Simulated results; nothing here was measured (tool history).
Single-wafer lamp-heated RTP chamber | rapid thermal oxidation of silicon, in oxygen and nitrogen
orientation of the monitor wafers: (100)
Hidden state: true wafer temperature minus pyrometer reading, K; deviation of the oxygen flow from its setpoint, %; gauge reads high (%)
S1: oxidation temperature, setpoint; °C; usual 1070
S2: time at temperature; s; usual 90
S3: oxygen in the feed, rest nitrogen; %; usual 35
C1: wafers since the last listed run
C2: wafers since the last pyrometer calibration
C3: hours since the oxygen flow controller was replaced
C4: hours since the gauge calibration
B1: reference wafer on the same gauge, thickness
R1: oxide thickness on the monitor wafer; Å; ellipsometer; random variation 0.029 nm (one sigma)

{"run": 1, "hour": 0.0, "S1": 1070, "S2": 90, "S3": 50, "C1": 0, "C2": 2816, "C3": 2400.6, "C4": 491.5, "B1": 7.306, "R1": 89.94}
{"hour": 33.4, "done": "oxygen flow controller replaced"}
{"run": 2, "hour": 106.5, "S1": 1070, "S2": 90, "S3": 50, "C1": 808, "C2": 3625, "C3": 73.1, "C4": 598.0, "B1": 7.296, "R1": 89.84}
{"run": 3, "hour": 208.7, "S1": 1070, "S2": 90, "S3": 50, "C1": 839, "C2": 4464, "C3": 175.3, "C4": 700.2, "B1": 7.306, "R1": 89.57}
{"run": 4, "hour": 278.0, "S1": 1070, "S2": 90, "S3": 52, "C1": 569, "C2": 5033, "C3": 244.6, "C4": 769.5, "B1": 7.31, "R1": 91.13}
{"run": 5, "hour": 334.1, "S1": 1070, "S2": 90, "S3": 52, "C1": 460, "C2": 5494, "C3": 300.7, "C4": 825.6, "B1": 7.311, "R1": 91.24}
{"run": 6, "hour": 389.1, "S1": 1070, "S2": 90, "S3": 52, "C1": 451, "C2": 5945, "C3": 355.7, "C4": 880.6, "B1": 7.314, "R1": 91.47}
{"run": 7, "hour": 478.2, "S1": 1070, "S2": 90, "S3": 35, "C1": 731, "C2": 6677, "C3": 444.8, "C4": 969.7, "B1": 7.319, "R1": 79.1}
{"run": 8, "hour": 521.3, "S1": 1064, "S2": 90, "S3": 59, "C1": 353, "C2": 7031, "C3": 487.9, "C4": 1012.8, "B1": 7.312, "R1": 91.85}
{"run": 9, "hour": 563.6, "S1": 1064, "S2": 90, "S3": 59, "C1": 347, "C2": 7378, "C3": 530.2, "C4": 1055.1, "B1": 7.32, "R1": 90.97}
{"hour": 572.1, "done": "pyrometer window cleaned and pyrometer calibrated"}
{"run": 10, "hour": 637.3, "S1": 1064, "S2": 90, "S3": 59, "C1": 539, "C2": 535, "C3": 603.9, "C4": 1128.8, "B1": 7.313, "R1": 91.46}
{"run": 11, "hour": 717.0, "S1": 1070, "S2": 90, "S3": 48, "C1": 654, "C2": 1189, "C3": 683.6, "C4": 1208.5, "B1": 7.305, "R1": 88.38}
{"run": 12, "hour": 810.8, "S1": 1070, "S2": 90, "S3": 48, "C1": 770, "C2": 1960, "C3": 777.4, "C4": 1302.3, "B1": 7.306, "R1": 88.32}
{"run": 13, "hour": 874.0, "S1": 1070, "S2": 90, "S3": 35, "C1": 518, "C2": 2479, "C3": 840.6, "C4": 1365.5, "B1": 7.317, "R1": 79.51}
{"run": 14, "hour": 979.2, "S1": 1070, "S2": 90, "S3": 35, "C1": 863, "C2": 3342, "C3": 945.8, "C4": 1470.7, "B1": 7.315, "R1": 79.37}
{"run": 15, "hour": 1061.5, "S1": 1070, "S2": 90, "S3": 35, "C1": 675, "C2": 4018, "C3": 1028.1, "C4": 1553.0, "B1": 7.319, "R1": 79.71}
{"run": 16, "hour": 1117.1, "S1": 1070, "S2": 123, "S3": 35, "C1": 456, "C2": 4475, "C3": 1083.7, "C4": 1608.6, "B1": 7.307, "R1": 91.16}
{"run": 17, "hour": 1219.5, "S1": 1070, "S2": 123, "S3": 35, "C1": 840, "C2": 5316, "C3": 1186.1, "C4": 1711.0, "B1": 7.316, "R1": 91.06}
{"run": 18, "hour": 1294.3, "S1": 1070, "S2": 90, "S3": 17, "C1": 614, "C2": 5930, "C3": 1260.9, "C4": 1785.8, "B1": 7.315, "R1": 61.43}
{"hour": 1313.5, "done": "pyrometer window cleaned and pyrometer calibrated"}
{"run": 19, "hour": 1376.7, "S1": 1047, "S2": 90, "S3": 25, "C1": 610, "C2": 519, "C3": 1343.3, "C4": 1868.2, "B1": 7.314, "R1": 60.21}
{"run": 20, "hour": 1643.4, "S1": 1070, "S2": 123, "S3": 35, "C1": 2189, "C2": 2709, "C3": 1610.0, "C4": 2134.9, "B1": 7.307, "R1": 90.98}
{"run": 21, "hour": 1712.0, "S1": 1090, "S2": 111, "S3": 35, "C1": 563, "C2": 3272, "C3": 1678.6, "C4": 2203.5, "B1": 7.309, "R1": 99.54}
{"run": 22, "hour": 1818.9, "S1": 1070, "S2": 130, "S3": 35, "C1": 877, "C2": 4150, "C3": 1785.5, "C4": 2310.4, "B1": 7.314, "R1": 93.3}
{"run": 23, "hour": 1871.0, "S1": 1070, "S2": 90, "S3": 35, "C1": 427, "C2": 4577, "C3": 1837.6, "C4": 2362.5, "B1": 7.325, "R1": 78.97}
{"run": 24, "hour": 1942.6, "S1": 1057, "S2": 121, "S3": 57, "C1": 587, "C2": 5165, "C3": 1909.2, "C4": 2434.1, "B1": 7.308, "R1": 99.17}
{"hour": 2024.9, "done": "gauge calibrated"}
{"run": 25, "hour": 2032.1, "S1": 1070, "S2": 90, "S3": 35, "C1": 734, "C2": 5900, "C3": 1998.7, "C4": 7.2, "B1": 7.309, "R1": 79.13}
{"hour": 2118.8, "done": "pyrometer window cleaned and pyrometer calibrated"}
{"run": 26, "hour": 2119.3, "S1": 1070, "S2": 111, "S3": 60, "C1": 650, "C2": 4, "C3": 2085.9, "C4": 94.4, "B1": 7.304, "R1": 105.14}
{"run": 27, "hour": 2201.3, "S1": 1070, "S2": 46, "S3": 19, "C1": 673, "C2": 677, "C3": 2167.9, "C4": 176.4, "B1": 7.301, "R1": 48.02}
{"run": 28, "hour": 2251.0, "S1": 1048, "S2": 90, "S3": 35, "C1": 408, "C2": 1085, "C3": 2217.6, "C4": 226.1, "B1": 7.303, "R1": 68.58}
{"hour": 2277.5, "done": "oxygen flow controller replaced"}
{"run": 29, "hour": 2355.5, "S1": 1070, "S2": 90, "S3": 35, "C1": 792, "C2": 1877, "C3": 78.0, "C4": 330.6, "B1": 7.313, "R1": 79.43}
{"run": 30, "hour": 2409.3, "S1": 1070, "S2": 90, "S3": 35, "C1": 441, "C2": 2319, "C3": 131.8, "C4": 384.4, "B1": 7.31, "R1": 79.26}
{"run": 31, "hour": 2496.1, "S1": 1045, "S2": 47, "S3": 35, "C1": 712, "C2": 3032, "C3": 218.6, "C4": 471.2, "B1": 7.309, "R1": 50.65}
{"run": 32, "hour": 2590.9, "S1": 1083, "S2": 127, "S3": 17, "C1": 778, "C2": 3810, "C3": 313.4, "C4": 566.0, "B1": 7.312, "R1": 77.36}
{"run": 33, "hour": 2687.0, "S1": 1070, "S2": 90, "S3": 35, "C1": 789, "C2": 4599, "C3": 409.5, "C4": 662.1, "B1": 7.305, "R1": 78.9}
{"run": 34, "hour": 2723.0, "S1": 1079, "S2": 90, "S3": 17, "C1": 295, "C2": 4895, "C3": 445.5, "C4": 698.1, "B1": 7.317, "R1": 64.71}
{"run": 35, "hour": 2782.3, "S1": 1100, "S2": 109, "S3": 35, "C1": 486, "C2": 5382, "C3": 504.8, "C4": 757.4, "B1": 7.302, "R1": 104.62}
{"hour": 2914.5, "done": "pyrometer window cleaned and pyrometer calibrated"}
{"run": 36, "hour": 2922.5, "S1": 1070, "S2": 90, "S3": 35, "C1": 1085, "C2": 65, "C3": 645.0, "C4": 897.6, "B1": 7.308, "R1": 78.7}
{"run": 37, "hour": 3029.4, "S1": 1084, "S2": 90, "S3": 17, "C1": 877, "C2": 943, "C3": 751.9, "C4": 1004.5, "B1": 7.304, "R1": 67.0}

What the log doesn't show, run by run:
true wafer temperature minus pyrometer reading, K: 0 in every run
deviation of the oxygen flow from its setpoint, %: 0 in every run
gauge reads high (%): 0 in every run
